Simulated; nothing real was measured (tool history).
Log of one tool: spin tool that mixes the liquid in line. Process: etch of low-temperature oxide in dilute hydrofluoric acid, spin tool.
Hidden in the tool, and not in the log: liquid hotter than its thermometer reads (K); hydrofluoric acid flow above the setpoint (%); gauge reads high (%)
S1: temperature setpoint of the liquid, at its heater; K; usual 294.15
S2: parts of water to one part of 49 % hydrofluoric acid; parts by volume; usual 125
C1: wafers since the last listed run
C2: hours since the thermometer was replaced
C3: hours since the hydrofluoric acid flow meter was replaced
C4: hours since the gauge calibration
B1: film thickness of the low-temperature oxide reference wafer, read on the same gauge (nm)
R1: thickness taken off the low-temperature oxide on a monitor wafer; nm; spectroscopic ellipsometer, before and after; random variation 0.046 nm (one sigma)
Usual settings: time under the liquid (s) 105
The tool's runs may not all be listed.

run 1 hour=0 | S1=294.15 S2=85 time_under_the_liquid_(s)=105 | C1=0 C2=201.2 C3=386.6 C4=1047.9 | B1=89.99 | R1=11.46
run 2 hour=93 | S1=294.15 S2=85 time_under_the_liquid_(s)=105 | C1=1102 C2=294.2 C3=479.6 C4=1140.9 | B1=90.01 | R1=11.66
run 3 hour=169.1 | S1=292.65 S2=145 time_under_the_liquid_(s)=105 | C1=902 C2=370.3 C3=555.7 C4=1217 | B1=89.97 | R1=6.13
run 4 hour=218.2 | S1=292.65 S2=145 time_under_the_liquid_(s)=105 | C1=582 C2=419.4 C3=604.8 C4=1266.1 | B1=90.04 | R1=6.13
run 5 hour=322.3 | S1=292.65 S2=145 time_under_the_liquid_(s)=105 | C1=1234 C2=523.5 C3=708.9 C4=1370.2 | B1=90.06 | R1=6.39
-- hour=327.5 hydrofluoric acid flow meter replaced
-- hour=389.8 thermometer replaced
run 6 hour=416.7 | S1=294.15 S2=125 time_under_the_liquid_(s)=105 | C1=1095 C2=26.9 C3=89.2 C4=1464.6 | B1=90 | R1=7.22
run 7 hour=495.1 | S1=294.15 S2=125 time_under_the_liquid_(s)=105 | C1=929 C2=105.3 C3=167.6 C4=1543 | B1=90.02 | R1=7.39
run 8 hour=586.5 | S1=294.15 S2=125 time_under_the_liquid_(s)=105 | C1=1084 C2=196.7 C3=259 C4=1634.4 | B1=90.01 | R1=7.46
run 9 hour=653.8 | S1=294.15 S2=125 time_under_the_liquid_(s)=105 | C1=798 C2=264 C3=326.3 C4=1701.7 | B1=89.95 | R1=7.46
run 10 hour=747.2 | S1=294.15 S2=125 time_under_the_liquid_(s)=105 | C1=1107 C2=357.4 C3=419.7 C4=1795.1 | B1=89.96 | R1=7.59
run 11 hour=843.8 | S1=294.15 S2=125 time_under_the_liquid_(s)=105 | C1=1145 C2=454 C3=516.3 C4=1891.7 | B1=89.97 | R1=7.75
run 12 hour=919.1 | S1=291.65 S2=145 time_under_the_liquid_(s)=105 | C1=893 C2=529.3 C3=591.6 C4=1967 | B1=90 | R1=6.01
-- hour=962.4 thermometer replaced
run 13 hour=973.4 | S1=291.65 S2=145 time_under_the_liquid_(s)=105 | C1=632 C2=11 C3=645.9 C4=2021.3 | B1=89.99 | R1=5.7
run 14 hour=1078.9 | S1=294.15 S2=125 time_under_the_liquid_(s)=105 | C1=1251 C2=116.5 C3=751.4 C4=2126.8 | B1=89.98 | R1=7.66
run 15 hour=1169 | S1=294.15 S2=125 time_under_the_liquid_(s)=105 | C1=1068 C2=206.6 C3=841.5 C4=2216.9 | B1=90 | R1=7.73
-- hour=1187.8 hydrofluoric acid flow meter replaced
run 16 hour=1215.2 | S1=294.15 S2=125 time_under_the_liquid_(s)=105 | C1=536 C2=252.8 C3=27.4 C4=2263.1 | B1=90.01 | R1=7.38
run 17 hour=1314.9 | S1=294.15 S2=90 time_under_the_liquid_(s)=105 | C1=1182 C2=352.5 C3=127.1 C4=2362.8 | B1=90 | R1=11.02
run 18 hour=1387.1 | S1=298.15 S2=180 time_under_the_liquid_(s)=60 | C1=856 C2=424.7 C3=199.3 C4=2435 | B1=89.98 | R1=3.34
run 19 hour=1473.6 | S1=294.15 S2=125 time_under_the_liquid_(s)=105 | C1=1025 C2=511.2 C3=285.8 C4=2521.5 | B1=90.01 | R1=7.84
-- hour=1512.8 thermometer replaced
run 20 hour=1563.8 | S1=294.15 S2=125 time_under_the_liquid_(s)=105 | C1=1057 C2=51 C3=376 C4=2611.7 | B1=89.99 | R1=7.36
run 21 hour=1639 | S1=294.15 S2=85 time_under_the_liquid_(s)=105 | C1=891 C2=126.2 C3=451.2 C4=2686.9 | B1=89.98 | R1=11.52
run 22 hour=1739 | S1=298.15 S2=170 time_under_the_liquid_(s)=160 | C1=1186 C2=226.2 C3=551.2 C4=2786.9 | B1=89.99 | R1=9.49
run 23 hour=1819.2 | S1=294.15 S2=125 time_under_the_liquid_(s)=45 | C1=951 C2=306.4 C3=631.4 C4=2867.1 | B1=89.95 | R1=3.32
-- hour=1877.4 gauge calibrated
run 24 hour=1886.7 | S1=291.65 S2=150 time_under_the_liquid_(s)=165 | C1=800 C2=373.9 C3=698.9 C4=9.3 | B1=90.04 | R1=9.08
-- hour=1959.6 hydrofluoric acid flow meter replaced
-- hour=2011.5 thermometer replaced
run 25 hour=2153 | S1=294.15 S2=125 time_under_the_liquid_(s)=105 | C1=3134 C2=141.5 C3=193.4 C4=275.6 | B1=90.03 | R1=7.38
run 26 hour=2222.5 | S1=297.65 S2=100 time_under_the_liquid_(s)=105 | C1=824 C2=211 C3=262.9 C4=345.1 | B1=89.99 | R1=11.08
run 27 hour=2284.6 | S1=295.65 S2=125 time_under_the_liquid_(s)=105 | C1=736 C2=273.1 C3=325 C4=407.2 | B1=89.99 | R1=7.99
run 28 hour=2344.5 | S1=298.65 S2=150 time_under_the_liquid_(s)=165 | C1=710 C2=333 C3=384.9 C4=467.1 | B1=89.99 | R1=11.66
run 29 hour=2439.1 | S1=290.15 S2=150 time_under_the_liquid_(s)=70 | C1=1121 C2=427.6 C3=479.5 C4=561.7 | B1=90 | R1=3.61
run 30 hour=2493.7 | S1=294.15 S2=100 time_under_the_liquid_(s)=105 | C1=647 C2=482.2 C3=534.1 C4=616.3 | B1=89.97 | R1=10.13
-- hour=2534.3 thermometer replaced
run 31 hour=2561.9 | S1=298.15 S2=125 time_under_the_liquid_(s)=105 | C1=796 C2=27.6 C3=602.3 C4=684.5 | B1=90.03 | R1=8.67
run 32 hour=2635.1 | S1=290.15 S2=145 time_under_the_liquid_(s)=105 | C1=868 C2=100.8 C3=675.5 C4=757.7 | B1=90.02 | R1=5.42
run 33 hour=2810.5 | S1=294.15 S2=125 time_under_the_liquid_(s)=105 | C1=2080 C2=276.2 C3=850.9 C4=933.1 | B1=90.02 | R1=7.77

Measured less the same run without the tool's hidden state. The same run-to-run variation is in both; the gauge's scatter may not be:
run=1 R1=+0.49
run=2 R1=+0.67
run=3 R1=+0.43
run=4 R1=+0.48
run=5 R1=+0.6
run=6 R1=+0.08
run=7 R1=+0.17
run=8 R1=+0.29
run=9 R1=+0.37
run=10 R1=+0.5
run=11 R1=+0.62
run=12 R1=+0.55
run=13 R1=+0.2
run=14 R1=+0.41
run=15 R1=+0.52
run=16 R1=+0.28
run=17 R1=+0.6
run=18 R1=+0.2
run=19 R1=+0.61
run=20 R1=+0.25
run=21 R1=+0.52
run=22 R1=+0.57
run=23 R1=+0.25
run=24 R1=+0.78
run=25 R1=+0.24
run=26 R1=+0.46
run=27 R1=+0.42
run=28 R1=+0.71
run=29 R1=+0.29
run=30 R1=+0.88
run=31 R1=+0.3
run=32 R1=+0.26
run=33 R1=+0.58
